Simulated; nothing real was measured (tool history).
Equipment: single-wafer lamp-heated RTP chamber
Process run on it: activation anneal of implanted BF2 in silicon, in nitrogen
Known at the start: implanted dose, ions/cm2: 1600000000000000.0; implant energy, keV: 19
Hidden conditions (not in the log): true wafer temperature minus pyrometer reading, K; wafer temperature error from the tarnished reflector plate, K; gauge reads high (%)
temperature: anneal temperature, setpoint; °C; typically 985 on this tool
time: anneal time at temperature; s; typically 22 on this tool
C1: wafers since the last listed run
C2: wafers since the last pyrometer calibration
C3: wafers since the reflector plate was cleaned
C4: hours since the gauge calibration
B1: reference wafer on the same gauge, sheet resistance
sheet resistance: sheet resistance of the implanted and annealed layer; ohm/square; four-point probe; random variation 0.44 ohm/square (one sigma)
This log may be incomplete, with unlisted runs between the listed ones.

{"run": 1, "hour": 0.0, "temperature": 985, "time": 32, "C1": 0, "C2": 1573, "C3": 1573, "C4": 879.9, "B1": 208.99, "sheet resistance": 189.4}
{"run": 2, "hour": 34.1, "temperature": 985, "time": 22, "C1": 287, "C2": 1860, "C3": 1860, "C4": 914, "B1": 209.05, "sheet resistance": 201.46}
{"run": 3, "hour": 64.7, "temperature": 985, "time": 22, "C1": 257, "C2": 2118, "C3": 2118, "C4": 944.6, "B1": 209, "sheet resistance": 202.67}
{"run": 4, "hour": 132.6, "temperature": 996, "time": 22, "C1": 571, "C2": 2689, "C3": 2689, "C4": 1012.5, "B1": 208.99, "sheet resistance": 183.51}
{"run": 5, "hour": 211.3, "temperature": 996, "time": 22, "C1": 662, "C2": 3352, "C3": 3352, "C4": 1091.2, "B1": 209.04, "sheet resistance": 183.44}
{"run": 6, "hour": 239.2, "temperature": 996, "time": 22, "C1": 234, "C2": 3587, "C3": 3587, "C4": 1119.1, "B1": 209, "sheet resistance": 182.97}
{"run": 7, "hour": 305.2, "temperature": 992, "time": 18, "C1": 555, "C2": 4142, "C3": 4142, "C4": 1185.1, "B1": 208.99, "sheet resistance": 196.12}
{"run": 8, "hour": 509.4, "temperature": 992, "time": 18, "C1": 1718, "C2": 5861, "C3": 5861, "C4": 1389.3, "B1": 209.07, "sheet resistance": 195.69}
{"hour": 516.5, "done": "gauge calibrated"}
{"run": 9, "hour": 540.4, "temperature": 972, "time": 22, "C1": 260, "C2": 6122, "C3": 6122, "C4": 23.9, "B1": 208.97, "sheet resistance": 224.33}
{"run": 10, "hour": 570.3, "temperature": 972, "time": 22, "C1": 251, "C2": 6374, "C3": 6374, "C4": 53.8, "B1": 208.96, "sheet resistance": 222.38}
{"run": 11, "hour": 631.2, "temperature": 972, "time": 22, "C1": 512, "C2": 6886, "C3": 6886, "C4": 114.7, "B1": 209.01, "sheet resistance": 222.86}
{"run": 12, "hour": 679.0, "temperature": 985, "time": 22, "C1": 402, "C2": 7289, "C3": 7289, "C4": 162.5, "B1": 208.94, "sheet resistance": 199.03}
{"hour": 700.3, "done": "pyrometer window cleaned and pyrometer calibrated"}
{"hour": 731.5, "done": "reflector plate cleaned"}
{"run": 13, "hour": 732.0, "temperature": 985, "time": 22, "C1": 311, "C2": 199, "C3": 4, "C4": 215.5, "B1": 208.98, "sheet resistance": 203.38}
{"run": 14, "hour": 756.3, "temperature": 985, "time": 17, "C1": 204, "C2": 403, "C3": 208, "C4": 239.8, "B1": 208.92, "sheet resistance": 211.59}
{"run": 15, "hour": 817.8, "temperature": 985, "time": 22, "C1": 517, "C2": 921, "C3": 726, "C4": 301.3, "B1": 209.03, "sheet resistance": 202.65}
{"run": 16, "hour": 867.3, "temperature": 985, "time": 22, "C1": 416, "C2": 1337, "C3": 1143, "C4": 350.8, "B1": 209, "sheet resistance": 202.11}
{"run": 17, "hour": 928.0, "temperature": 985, "time": 22, "C1": 510, "C2": 1848, "C3": 1654, "C4": 411.5, "B1": 208.92, "sheet resistance": 201.48}
{"run": 18, "hour": 971.6, "temperature": 985, "time": 9, "C1": 366, "C2": 2215, "C3": 2021, "C4": 455.1, "B1": 208.99, "sheet resistance": 226.35}
{"run": 19, "hour": 1006.4, "temperature": 985, "time": 22, "C1": 292, "C2": 2508, "C3": 2313, "C4": 489.9, "B1": 209, "sheet resistance": 202.87}
{"run": 20, "hour": 1046.1, "temperature": 985, "time": 34, "C1": 334, "C2": 2842, "C3": 2648, "C4": 529.6, "B1": 209.04, "sheet resistance": 187.56}
{"run": 21, "hour": 1104.6, "temperature": 958, "time": 22, "C1": 492, "C2": 3335, "C3": 3140, "C4": 588.1, "B1": 208.94, "sheet resistance": 252.22}
{"run": 22, "hour": 1138.7, "temperature": 985, "time": 22, "C1": 287, "C2": 3622, "C3": 3427, "C4": 622.2, "B1": 209, "sheet resistance": 201.66}
{"run": 23, "hour": 1171.7, "temperature": 985, "time": 25, "C1": 277, "C2": 3900, "C3": 3705, "C4": 655.2, "B1": 209.05, "sheet resistance": 197.89}
{"run": 24, "hour": 1243.6, "temperature": 1009, "time": 31, "C1": 605, "C2": 4505, "C3": 4310, "C4": 727.1, "B1": 209.03, "sheet resistance": 152.31}
{"run": 25, "hour": 1282.9, "temperature": 965, "time": 10, "C1": 330, "C2": 4836, "C3": 4641, "C4": 766.4, "B1": 209, "sheet resistance": 254.96}
{"run": 26, "hour": 1348.9, "temperature": 996, "time": 13, "C1": 555, "C2": 5391, "C3": 5196, "C4": 832.4, "B1": 209, "sheet resistance": 197.83}
{"run": 27, "hour": 1403.3, "temperature": 960, "time": 30, "C1": 457, "C2": 5849, "C3": 5654, "C4": 886.8, "B1": 209.03, "sheet resistance": 237.25}
{"run": 28, "hour": 1471.9, "temperature": 985, "time": 22, "C1": 577, "C2": 6426, "C3": 6232, "C4": 955.4, "B1": 208.99, "sheet resistance": 199.92}
{"hour": 1543.2, "done": "pyrometer window cleaned and pyrometer calibrated"}
{"hour": 1551.3, "done": "reflector plate cleaned"}
{"run": 29, "hour": 1660.6, "temperature": 956, "time": 11, "C1": 1453, "C2": 920, "C3": 919, "C4": 1144.1, "B1": 209.07, "sheet resistance": 270.61}
{"run": 30, "hour": 1851.6, "temperature": 985, "time": 15, "C1": 1607, "C2": 2528, "C3": 2527, "C4": 1335.1, "B1": 208.96, "sheet resistance": 212.86}
{"run": 31, "hour": 1952.8, "temperature": 973, "time": 11, "C1": 851, "C2": 3380, "C3": 3379, "C4": 1436.3, "B1": 209, "sheet resistance": 240.07}
{"run": 32, "hour": 2010.3, "temperature": 958, "time": 22, "C1": 483, "C2": 3864, "C3": 3863, "C4": 1493.8, "B1": 208.93, "sheet resistance": 250.58}
{"run": 33, "hour": 2038.5, "temperature": 985, "time": 22, "C1": 237, "C2": 4101, "C3": 4100, "C4": 1522, "B1": 209.05, "sheet resistance": 201.7}
{"run": 34, "hour": 2063.6, "temperature": 967, "time": 32, "C1": 211, "C2": 4312, "C3": 4312, "C4": 1547.1, "B1": 209.1, "sheet resistance": 222.67}
{"hour": 2081.4, "done": "gauge calibrated"}
{"run": 35, "hour": 2090.1, "temperature": 965, "time": 31, "C1": 223, "C2": 4535, "C3": 4535, "C4": 8.7, "B1": 209.03, "sheet resistance": 227.04}
{"run": 36, "hour": 2135.2, "temperature": 985, "time": 22, "C1": 379, "C2": 4915, "C3": 4914, "C4": 53.8, "B1": 209.08, "sheet resistance": 201.37}
{"run": 37, "hour": 2206.4, "temperature": 975, "time": 10, "C1": 599, "C2": 5514, "C3": 5514, "C4": 125, "B1": 208.9, "sheet resistance": 238.15}
{"run": 38, "hour": 2270.1, "temperature": 977, "time": 30, "C1": 536, "C2": 6050, "C3": 6050, "C4": 188.7, "B1": 208.97, "sheet resistance": 205.04}

A few steps of sheet resistance between consecutive runs. Split each: what settings, incoming material and random variation would produce without the hidden state, and what is left over for the hidden state, along with gauge scatter present in only one of the two compared results (measured, and without hidden state):
Run 7 -> 8: no setting changed, nothing entered. sheet resistance -0.43 ohm/square: hidden state -0.98, all else +0.55.
Run 12 -> 13: pyrometer window cleaned and pyrometer calibrated, reflector plate cleaned. sheet resistance +4.35 ohm/square: hidden state +3.42, all else +0.93.
Run 20 -> 21: temperature 985 -> 958, time 34 -> 22. sheet resistance +64.66 ohm/square: hidden state -0.26, all else +64.92.
Run 24 -> 25: temperature 1009 -> 965, time 31 -> 10. sheet resistance +102.65 ohm/square: hidden state -0.45, all else +103.1.
Run 28 -> 29: temperature 985 -> 956, time 22 -> 11, pyrometer window cleaned and pyrometer calibrated, reflector plate cleaned. sheet resistance +70.69 ohm/square: hidden state +2.33, all else +68.36.
